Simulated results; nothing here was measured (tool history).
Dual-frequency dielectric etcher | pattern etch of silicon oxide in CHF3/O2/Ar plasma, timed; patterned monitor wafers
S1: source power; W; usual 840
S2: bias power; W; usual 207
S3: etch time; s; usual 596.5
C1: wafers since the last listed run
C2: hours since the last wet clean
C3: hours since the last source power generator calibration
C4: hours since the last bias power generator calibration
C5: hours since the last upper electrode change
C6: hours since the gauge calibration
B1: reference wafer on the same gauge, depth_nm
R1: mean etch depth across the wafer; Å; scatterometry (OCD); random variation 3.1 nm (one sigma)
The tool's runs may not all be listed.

run 1 hour=0.0 | S1=840 S2=207 S3=687.5 | C1=0 C2=44.4 C3=731.8 C4=3669.5 C5=3540.8 C6=185.2 | B1=1409.2 | R1=14582
run 2 hour=46.2 | S1=840 S2=207 S3=596.5 | C1=117 C2=90.6 C3=778.0 C4=3715.7 C5=3587.0 C6=231.4 | B1=1410.7 | R1=12637
run 3 hour=98.8 | S1=840 S2=207 S3=596.5 | C1=133 C2=143.2 C3=830.6 C4=3768.3 C5=3639.6 C6=284.0 | B1=1410.7 | R1=12632
run 4 hour=226.0 | S1=840 S2=207 S3=596.5 | C1=322 C2=270.4 C3=957.8 C4=3895.5 C5=3766.8 C6=411.2 | B1=1410.1 | R1=12502
run 5 hour=272.2 | S1=840 S2=207 S3=596.5 | C1=117 C2=316.6 C3=1004.0 C4=3941.7 C5=3813.0 C6=457.4 | B1=1410.3 | R1=12494
-- hour=328.6 gauge calibrated
-- hour=350.6 bias power generator calibrated
-- hour=405.6 wet clean of the chamber
run 6 hour=406.1 | S1=840 S2=207 S3=596.5 | C1=268 C2=0.5 C3=1137.9 C4=55.5 C5=3946.9 C6=77.5 | B1=1408.3 | R1=12813
run 7 hour=458.3 | S1=840 S2=207 S3=596.5 | C1=132 C2=52.7 C3=1190.1 C4=107.7 C5=3999.1 C6=129.7 | B1=1408.5 | R1=12760
run 8 hour=523.4 | S1=890 S2=207 S3=596.5 | C1=165 C2=117.8 C3=1255.2 C4=172.8 C5=4064.2 C6=194.8 | B1=1409.0 | R1=12897
run 9 hour=557.9 | S1=840 S2=207 S3=596.5 | C1=87 C2=152.3 C3=1289.7 C4=207.3 C5=4098.7 C6=229.3 | B1=1411.3 | R1=12695
run 10 hour=588.7 | S1=710 S2=168 S3=525.0 | C1=78 C2=183.1 C3=1320.5 C4=238.1 C5=4129.5 C6=260.1 | B1=1411.9 | R1=9576
-- hour=604.3 source power generator calibrated
-- hour=646.4 upper electrode replaced
run 11 hour=670.2 | S1=840 S2=189 S3=596.5 | C1=135 C2=264.6 C3=65.9 C4=319.6 C5=23.8 C6=341.6 | B1=1411.3 | R1=11957
run 12 hour=704.2 | S1=840 S2=207 S3=543.5 | C1=86 C2=298.6 C3=99.9 C4=353.6 C5=57.8 C6=375.6 | B1=1409.7 | R1=11444
run 13 hour=757.3 | S1=840 S2=259 S3=596.5 | C1=134 C2=351.7 C3=153.0 C4=406.7 C5=110.9 C6=428.7 | B1=1409.1 | R1=14016
-- hour=815.9 gauge calibrated
-- hour=821.8 wet clean of the chamber
run 14 hour=822.3 | S1=970 S2=176 S3=596.5 | C1=104 C2=0.5 C3=218.0 C4=471.7 C5=175.9 C6=6.4 | B1=1409.3 | R1=12013
run 15 hour=870.2 | S1=670 S2=174 S3=697.0 | C1=121 C2=48.4 C3=265.9 C4=519.6 C5=223.8 C6=54.3 | B1=1409.4 | R1=12955

Forecast each of these 5 alternatives for the next run:
run A hour=870.8 | S1=840 S2=207 S3=596.5 | C1=1 C2=49.0 C3=266.5 C4=520.2 C5=224.4 C6=54.9 | B1=? | R1=?
run B hour=870.8 | S1=960 S2=207 S3=548.5 | C1=1 C2=49.0 C3=266.5 C4=520.2 C5=224.4 C6=54.9 | B1=? | R1=?
run C hour=870.8 | S1=780 S2=207 S3=596.5 | C1=1 C2=49.0 C3=266.5 C4=520.2 C5=224.4 C6=54.9 | B1=? | R1=?
run D hour=870.8 | S1=670 S2=207 S3=596.5 | C1=1 C2=49.0 C3=266.5 C4=520.2 C5=224.4 C6=54.9 | B1=? | R1=?
run E hour=870.8 | S1=720 S2=193 S3=419.5 | C1=1 C2=49.0 C3=266.5 C4=520.2 C5=224.4 C6=54.9 | B1=? | R1=?

run=A B1=1409.2 R1=12689
run=B B1=1409.2 R1=11985
run=C B1=1409.2 R1=12510
run=D B1=1409.2 R1=12173
run=E B1=1409.2 R1=8343
Without the tool's hidden state the same runs would have given:
run=A R1=12737
run=B R1=12031
run=C R1=12557
run=D R1=12218
run=E R1=8374

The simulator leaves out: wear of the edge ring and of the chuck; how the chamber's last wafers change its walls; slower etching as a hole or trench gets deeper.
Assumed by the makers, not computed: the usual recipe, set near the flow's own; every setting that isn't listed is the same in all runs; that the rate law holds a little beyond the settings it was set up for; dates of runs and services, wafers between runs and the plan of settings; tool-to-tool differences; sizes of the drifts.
